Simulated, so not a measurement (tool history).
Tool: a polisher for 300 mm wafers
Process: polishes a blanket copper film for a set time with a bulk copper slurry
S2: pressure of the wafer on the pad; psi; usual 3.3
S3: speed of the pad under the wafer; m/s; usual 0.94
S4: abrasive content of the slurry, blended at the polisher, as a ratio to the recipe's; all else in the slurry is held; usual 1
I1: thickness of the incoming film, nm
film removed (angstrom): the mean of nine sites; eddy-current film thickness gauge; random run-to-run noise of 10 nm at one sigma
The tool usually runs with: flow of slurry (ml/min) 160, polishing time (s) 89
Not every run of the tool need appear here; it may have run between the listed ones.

{"run": 1, "hour": 0.0, "flow of slurry (ml/min)": 160, "S2": 3.3, "S3": 0.94, "S4": 1, "polishing time (s)": 96, "I1": 2821.4, "film removed (angstrom)": 8421}
{"run": 2, "hour": 26.6, "flow of slurry (ml/min)": 160, "S2": 3.3, "S3": 0.94, "S4": 1, "polishing time (s)": 102, "I1": 2776.7, "film removed (angstrom)": 8455}
{"hour": 40.9, "done": "worn pad replaced by a new one"}
{"run": 3, "hour": 50.9, "flow of slurry (ml/min)": 160, "S2": 3.8, "S3": 0.94, "S4": 1, "polishing time (s)": 89, "I1": 2777.5, "film removed (angstrom)": 9357}
{"run": 4, "hour": 66.0, "flow of slurry (ml/min)": 160, "S2": 3.8, "S3": 0.94, "S4": 1, "polishing time (s)": 89, "I1": 2776.6, "film removed (angstrom)": 8895}
{"run": 5, "hour": 78.5, "flow of slurry (ml/min)": 160, "S2": 3.8, "S3": 0.94, "S4": 1, "polishing time (s)": 89, "I1": 2825, "film removed (angstrom)": 8819}
{"run": 6, "hour": 94.8, "flow of slurry (ml/min)": 160, "S2": 3.3, "S3": 0.94, "S4": 1, "polishing time (s)": 89, "I1": 2773.9, "film removed (angstrom)": 7449}
{"run": 7, "hour": 109.1, "flow of slurry (ml/min)": 160, "S2": 3.3, "S3": 0.94, "S4": 1, "polishing time (s)": 89, "I1": 2772.9, "film removed (angstrom)": 7173}
{"hour": 115.0, "done": "worn pad replaced by a new one"}
{"run": 8, "hour": 127.7, "flow of slurry (ml/min)": 160, "S2": 2.8, "S3": 0.94, "S4": 0.9, "polishing time (s)": 62, "I1": 2772.7, "film removed (angstrom)": 4568}
{"run": 9, "hour": 161.3, "flow of slurry (ml/min)": 160, "S2": 3.8, "S3": 0.94, "S4": 1, "polishing time (s)": 89, "I1": 2817.3, "film removed (angstrom)": 8632}
{"hour": 181.0, "done": "worn pad replaced by a new one"}
{"run": 10, "hour": 188.6, "flow of slurry (ml/min)": 160, "S2": 2.2, "S3": 0.94, "S4": 1, "polishing time (s)": 68, "I1": 2744.2, "film removed (angstrom)": 4053}
{"hour": 197.5, "done": "slurry blender recalibrated"}
{"run": 11, "hour": 200.8, "flow of slurry (ml/min)": 185, "S2": 3.3, "S3": 1.16, "S4": 0.9, "polishing time (s)": 72, "I1": 2801.9, "film removed (angstrom)": 7760}
{"hour": 225.3, "done": "slurry nozzle cleaned"}
{"run": 12, "hour": 231.5, "flow of slurry (ml/min)": 160, "S2": 3.3, "S3": 1.24, "S4": 1, "polishing time (s)": 111, "I1": 2766.2, "film removed (angstrom)": 12080}
{"hour": 254.6, "done": "worn pad replaced by a new one"}
{"hour": 255.3, "done": "head pressure recalibrated"}
{"run": 13, "hour": 266.0, "flow of slurry (ml/min)": 160, "S2": 3.3, "S3": 0.78, "S4": 1, "polishing time (s)": 89, "I1": 2827.5, "film removed (angstrom)": 6670}
{"run": 14, "hour": 300.0, "flow of slurry (ml/min)": 160, "S2": 3.3, "S3": 0.94, "S4": 1, "polishing time (s)": 73, "I1": 2820.5, "film removed (angstrom)": 6212}
{"hour": 316.1, "done": "worn pad replaced by a new one"}
{"run": 15, "hour": 325.9, "flow of slurry (ml/min)": 160, "S2": 2.4, "S3": 1.18, "S4": 1, "polishing time (s)": 105, "I1": 2811.6, "film removed (angstrom)": 8504}

4 ways to go on from here, each from the tool as it stands after run 15. What would each give?
{"run": "A", "hour": 326.3, "flow of slurry (ml/min)": 160, "S2": 3.3, "S3": 0.94, "S4": 1, "polishing time (s)": 89, "I1": 2816.7, "film removed (angstrom)": "?"}
{"run": "B", "hour": 326.3, "flow of slurry (ml/min)": 160, "S2": 3.3, "S3": 0.78, "S4": 1.2, "polishing time (s)": 119, "I1": 2816.7, "film removed (angstrom)": "?"}
{"run": "C", "hour": 326.3, "flow of slurry (ml/min)": 190, "S2": 2.4, "S3": 0.94, "S4": 1, "polishing time (s)": 89, "I1": 2816.7, "film removed (angstrom)": "?"}
{"run": "D", "hour": 326.3, "flow of slurry (ml/min)": 160, "S2": 3.3, "S3": 0.84, "S4": 1, "polishing time (s)": 89, "I1": 2816.7, "film removed (angstrom)": "?"}

run=A film_removed_(angstrom)=7936
run=B film_removed_(angstrom)=9233
run=C film_removed_(angstrom)=5937
run=D film_removed_(angstrom)=7091
With the hidden condition removed and each run's random variation left untouched, the same runs would have given:
run=A film_removed_(angstrom)=8176
run=B film_removed_(angstrom)=9513
run=C film_removed_(angstrom)=6117
run=D film_removed_(angstrom)=7307
